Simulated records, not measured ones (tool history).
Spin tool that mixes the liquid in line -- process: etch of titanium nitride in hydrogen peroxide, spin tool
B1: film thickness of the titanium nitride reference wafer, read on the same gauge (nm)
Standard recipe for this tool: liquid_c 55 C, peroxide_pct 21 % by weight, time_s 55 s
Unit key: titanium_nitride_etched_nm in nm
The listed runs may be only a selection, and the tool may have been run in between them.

{"run": 1, "hour": 0.0, "liquid_c": 55, "peroxide_pct": 21, "time_s": 55, "B1": 120.007, "titanium_nitride_etched_nm": 4.664}
{"hour": 39.3, "done": "peroxide flow meter replaced"}
{"run": 2, "hour": 85.9, "liquid_c": 55, "peroxide_pct": 21, "time_s": 55, "B1": 119.992, "titanium_nitride_etched_nm": 4.633}
{"hour": 161.7, "done": "gauge calibrated"}
{"run": 3, "hour": 162.3, "liquid_c": 55, "peroxide_pct": 21, "time_s": 55, "B1": 120.007, "titanium_nitride_etched_nm": 4.659}
{"run": 4, "hour": 222.6, "liquid_c": 55, "peroxide_pct": 21, "time_s": 55, "B1": 119.999, "titanium_nitride_etched_nm": 4.609}
{"run": 5, "hour": 276.4, "liquid_c": 55, "peroxide_pct": 19, "time_s": 55, "B1": 119.99, "titanium_nitride_etched_nm": 4.493}
{"hour": 306.3, "done": "heated supply line repaired"}
{"run": 6, "hour": 378.1, "liquid_c": 55, "peroxide_pct": 21, "time_s": 55, "B1": 119.984, "titanium_nitride_etched_nm": 4.596}
{"run": 7, "hour": 426.3, "liquid_c": 62.5, "peroxide_pct": 23, "time_s": 30, "B1": 119.979, "titanium_nitride_etched_nm": 4.222}
{"run": 8, "hour": 472.9, "liquid_c": 55, "peroxide_pct": 21, "time_s": 75, "B1": 120.018, "titanium_nitride_etched_nm": 6.249}
{"run": 9, "hour": 564.0, "liquid_c": 47, "peroxide_pct": 18, "time_s": 55, "B1": 120.004, "titanium_nitride_etched_nm": 2.498}
{"hour": 635.1, "done": "new drum of peroxide connected, repeated, since the last time left the tool worse"}
{"hour": 694.3, "done": "thermometer replaced"}
{"hour": 773.5, "done": "peroxide flow meter replaced"}
{"run": 10, "hour": 847.2, "liquid_c": 47, "peroxide_pct": 15.5, "time_s": 70, "B1": 119.979, "titanium_nitride_etched_nm": 3.16}
{"run": 11, "hour": 946.8, "liquid_c": 55, "peroxide_pct": 14.5, "time_s": 55, "B1": 120.029, "titanium_nitride_etched_nm": 4.321}
{"run": 12, "hour": 1015.0, "liquid_c": 55, "peroxide_pct": 21, "time_s": 55, "B1": 119.993, "titanium_nitride_etched_nm": 4.682}
{"run": 13, "hour": 1106.0, "liquid_c": 55, "peroxide_pct": 21, "time_s": 55, "B1": 119.997, "titanium_nitride_etched_nm": 4.681}
{"run": 14, "hour": 1148.4, "liquid_c": 55, "peroxide_pct": 21, "time_s": 55, "B1": 120.001, "titanium_nitride_etched_nm": 4.61}
{"run": 15, "hour": 1238.3, "liquid_c": 64, "peroxide_pct": 18.5, "time_s": 45, "B1": 120.003, "titanium_nitride_etched_nm": 6.913}
{"hour": 1284.8, "done": "new drum of peroxide connected"}
{"run": 16, "hour": 1301.5, "liquid_c": 55, "peroxide_pct": 17, "time_s": 55, "B1": 119.988, "titanium_nitride_etched_nm": 4.508}
{"run": 17, "hour": 1396.8, "liquid_c": 64, "peroxide_pct": 27.5, "time_s": 55, "B1": 119.988, "titanium_nitride_etched_nm": 9.107}
{"run": 18, "hour": 1479.7, "liquid_c": 55, "peroxide_pct": 15.5, "time_s": 55, "B1": 119.983, "titanium_nitride_etched_nm": 4.395}
{"run": 19, "hour": 1553.8, "liquid_c": 55, "peroxide_pct": 21, "time_s": 70, "B1": 119.967, "titanium_nitride_etched_nm": 5.991}
{"hour": 1574.8, "done": "peroxide flow meter replaced"}
{"run": 20, "hour": 1618.8, "liquid_c": 55, "peroxide_pct": 26.5, "time_s": 75, "B1": 119.998, "titanium_nitride_etched_nm": 6.738}
{"run": 21, "hour": 1723.9, "liquid_c": 55, "peroxide_pct": 26.5, "time_s": 55, "B1": 120.009, "titanium_nitride_etched_nm": 4.935}
{"run": 22, "hour": 1827.3, "liquid_c": 55, "peroxide_pct": 21, "time_s": 55, "B1": 119.991, "titanium_nitride_etched_nm": 4.662}
{"hour": 1856.2, "done": "thermometer replaced"}
{"run": 23, "hour": 1919.4, "liquid_c": 55, "peroxide_pct": 15, "time_s": 55, "B1": 119.972, "titanium_nitride_etched_nm": 4.337}
{"hour": 2072.5, "done": "new drum of peroxide connected"}
{"run": 24, "hour": 2193.1, "liquid_c": 55, "peroxide_pct": 21, "time_s": 55, "B1": 119.98, "titanium_nitride_etched_nm": 4.7}
{"run": 25, "hour": 2245.9, "liquid_c": 62.5, "peroxide_pct": 23, "time_s": 30, "B1": 120.013, "titanium_nitride_etched_nm": 4.314}

Difference, measured minus no-hidden-state, one row per run. Run-to-run variation is common to both terms; the gauge's own scatter need not be:
What the log doesn't record here: liquid hotter than its thermometer reads (K); peroxide flow below the setpoint (%); temperature lost on the way to the wafer (K); peroxide weaker than its label (%); gauge reads high (%).
run=1 titanium_nitride_etched_nm=-0.073
run=2 titanium_nitride_etched_nm=-0.077
run=3 titanium_nitride_etched_nm=-0.082
run=4 titanium_nitride_etched_nm=-0.086
run=5 titanium_nitride_etched_nm=-0.086
run=6 titanium_nitride_etched_nm=-0.094
run=7 titanium_nitride_etched_nm=-0.09
run=8 titanium_nitride_etched_nm=-0.136
run=9 titanium_nitride_etched_nm=-0.057
run=10 titanium_nitride_etched_nm=-0.007
run=11 titanium_nitride_etched_nm=-0.015
run=12 titanium_nitride_etched_nm=-0.021
run=13 titanium_nitride_etched_nm=-0.027
run=14 titanium_nitride_etched_nm=-0.028
run=15 titanium_nitride_etched_nm=-0.05
run=16 titanium_nitride_etched_nm=-0.002
run=17 titanium_nitride_etched_nm=-0.015
run=18 titanium_nitride_etched_nm=-0.011
run=19 titanium_nitride_etched_nm=-0.021
run=20 titanium_nitride_etched_nm=-0.029
run=21 titanium_nitride_etched_nm=-0.027
run=22 titanium_nitride_etched_nm=-0.031
run=23 titanium_nitride_etched_nm=-0.034
run=24 titanium_nitride_etched_nm=-0.01
run=25 titanium_nitride_etched_nm=-0.012
